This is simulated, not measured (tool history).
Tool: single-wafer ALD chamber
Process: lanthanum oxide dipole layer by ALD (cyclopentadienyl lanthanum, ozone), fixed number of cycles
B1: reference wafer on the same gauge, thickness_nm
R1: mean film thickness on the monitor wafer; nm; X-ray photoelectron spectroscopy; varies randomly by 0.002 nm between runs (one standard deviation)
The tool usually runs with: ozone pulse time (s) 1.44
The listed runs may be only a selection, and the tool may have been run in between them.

run 1 day=0 | ozone_pulse_time_(s)=1.66 | B1=0.525 | R1=0.506
run 2 day=0.879 | ozone_pulse_time_(s)=0.99 | B1=0.524 | R1=0.396
run 3 day=2.254 | ozone_pulse_time_(s)=1.59 | B1=0.524 | R1=0.5
run 4 day=3.108 | ozone_pulse_time_(s)=1.59 | B1=0.523 | R1=0.499
run 5 day=4.438 | ozone_pulse_time_(s)=1.44 | B1=0.524 | R1=0.484
run 6 day=5.208 | ozone_pulse_time_(s)=1.31 | B1=0.524 | R1=0.466
run 7 day=5.962 | ozone_pulse_time_(s)=1.31 | B1=0.524 | R1=0.467
run 8 day=7.317 | ozone_pulse_time_(s)=1.31 | B1=0.524 | R1=0.467
run 9 day=8.654 | ozone_pulse_time_(s)=1.44 | B1=0.524 | R1=0.485
run 10 day=9.475 | ozone_pulse_time_(s)=1.44 | B1=0.525 | R1=0.482
-- day=9.725 gauge calibrated
run 11 day=10.288 | ozone_pulse_time_(s)=1.44 | B1=0.524 | R1=0.485
run 12 day=11.608 | ozone_pulse_time_(s)=1.12 | B1=0.525 | R1=0.428
-- day=12.246 ozone generator serviced
run 13 day=12.767 | ozone_pulse_time_(s)=1.72 | B1=0.524 | R1=0.525
-- day=13.996 showerhead replaced, of another model than before
run 14 day=14.233 | ozone_pulse_time_(s)=1.44 | B1=0.524 | R1=0.504
run 15 day=15.162 | ozone_pulse_time_(s)=1.6 | B1=0.524 | R1=0.523
run 16 day=15.671 | ozone_pulse_time_(s)=1.08 | B1=0.523 | R1=0.426
run 17 day=17.083 | ozone_pulse_time_(s)=1.7 | B1=0.524 | R1=0.523
run 18 day=18.567 | ozone_pulse_time_(s)=1.01 | B1=0.524 | R1=0.392
-- day=18.904 thermocouple changed; heater temperature recalibrated
run 19 day=19.55 | ozone_pulse_time_(s)=0.96 | B1=0.524 | R1=0.368
run 20 day=20.792 | ozone_pulse_time_(s)=1.75 | B1=0.523 | R1=0.525
run 21 day=22.162 | ozone_pulse_time_(s)=1.59 | B1=0.524 | R1=0.513
run 22 day=23.079 | ozone_pulse_time_(s)=0.95 | B1=0.525 | R1=0.356
run 23 day=23.783 | ozone_pulse_time_(s)=1.79 | B1=0.524 | R1=0.525

What if the next run were any one of these 3? Each begins from the tool's condition after run 23:
run A day=23.8 | ozone_pulse_time_(s)=1.44 | B1=? | R1=?
run B day=23.8 | ozone_pulse_time_(s)=1.22 | B1=? | R1=?
run C day=23.8 | ozone_pulse_time_(s)=1.29 | B1=? | R1=?

run=A B1=0.525 R1=0.495
run=B B1=0.525 R1=0.453
run=C B1=0.525 R1=0.469
Take away the tool's hidden state, keep each run's random variation, and the runs would have read:
run=A R1=0.516
run=B R1=0.483
run=C R1=0.496
